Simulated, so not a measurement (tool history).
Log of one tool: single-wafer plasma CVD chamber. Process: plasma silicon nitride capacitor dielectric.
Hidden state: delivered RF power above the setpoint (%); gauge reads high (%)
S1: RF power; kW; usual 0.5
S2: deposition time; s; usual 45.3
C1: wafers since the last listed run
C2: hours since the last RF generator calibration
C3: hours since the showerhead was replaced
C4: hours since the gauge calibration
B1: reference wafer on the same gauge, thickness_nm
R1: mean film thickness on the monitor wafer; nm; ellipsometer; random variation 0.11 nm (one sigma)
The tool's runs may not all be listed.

run,hour,S1,S2,C1,C2,C3,C4,B1,R1
1,0,0.475,45.3,0,1173.5,4011.9,358.4,74.562,68.379
2,38.9,0.475,45.3,1002,1212.4,4050.8,397.3,74.643,68.555
3,105.7,0.475,45.3,1721,1279.2,4117.6,464.1,74.572,68.14
4,139.6,0.5,45.3,873,1313.1,4151.5,498,74.559,69.186
5,167.8,0.5,45.3,726,1341.3,4179.7,526.2,74.628,69.224
6,222.5,0.5,45.3,1409,1396,4234.4,580.9,74.629,68.963
7,278.6,0.5,47.3,1446,1452.1,4290.5,637,74.566,72.058
8,322.4,0.5,45.3,1129,1495.9,4334.3,680.8,74.602,69.046
9,351.4,0.44,38.4,747,1524.9,4363.3,709.8,74.57,57.042
10,406.7,0.5,45.3,1425,1580.2,4418.6,765.1,74.58,69.069
11,439.5,0.575,41.9,845,1613,4451.4,797.9,74.624,65.818
12,487.8,0.565,51.8,1245,1661.3,4499.7,846.2,74.616,80.88
# hour 537.1: gauge calibrated
# hour 551.4: showerhead replaced
13,551.9,0.565,45.3,1446,1725.4,0.5,14.8,74.573,70.703
14,600.3,0.54,48.9,1247,1773.8,48.9,63.2,74.589,75.753
# hour 645.6: RF generator calibrated
15,654.5,0.5,45.3,1190,8.9,103.1,117.4,74.665,70.274
16,711.8,0.43,36.9,1476,66.2,160.4,174.7,74.568,55.42
17,757.2,0.59,40.2,1170,111.6,205.8,220.1,74.576,64.539
18,808.1,0.445,45.3,1312,162.5,256.7,271,74.617,68.129

Hidden state or all else? Some run-to-run changes of R1, split into what the settings, what came in and random variation would give without the hidden state, and what is left for the hidden state (with any gauge scatter that isn't in both results):
Run 11 -> 12: S1 0.575 -> 0.565, S2 41.9 -> 51.8. R1 +15.062 nm: hidden state -0.282, all else +15.344.
Run 14 -> 15: S1 0.54 -> 0.5, S2 48.9 -> 45.3, RF generator calibrated. R1 -5.479 nm: hidden state +1.363, all else -6.842.
